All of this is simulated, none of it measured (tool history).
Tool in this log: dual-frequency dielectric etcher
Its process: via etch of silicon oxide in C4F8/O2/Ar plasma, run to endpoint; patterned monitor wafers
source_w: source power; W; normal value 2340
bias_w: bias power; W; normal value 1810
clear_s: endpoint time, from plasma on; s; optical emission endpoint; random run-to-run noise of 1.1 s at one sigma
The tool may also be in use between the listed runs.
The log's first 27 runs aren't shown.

run	hour	source_w	bias_w	incoming incoming film thickness, nm	clear_s
28	1581.9	1820	1388	1169.3	287.7
29	1647	2170	1538	1168.9	267.1
30	1727.5	2340	1810	1175	252.6
31	1783.6	1900	1810	1179.1	265
# hour 1839.3: wet clean of the chamber
32	1839.8	2780	1810	1176.8	242.9
33	1884.3	2900	1989	1160.7	228.7
34	1909.7	2780	1810	1168.8	237.4
35	1952	2580	1407	1172	265.2
36	2001.2	2340	1508	1169.6	264.8

Alternative continuations, all from the tool just after run 36; predict every row:
A	2001.7	2340	1446	1171.9	?
B	2001.7	2070	1428	1171.9	?
C	2001.7	2080	1403	1171.9	?

run	clear_s
A	268.3
B	276.9
C	278.1
Stripped of hidden state, with their random variation kept, the same runs would have yielded:
run	clear_s
A	270.3
B	278.9
C	280.1
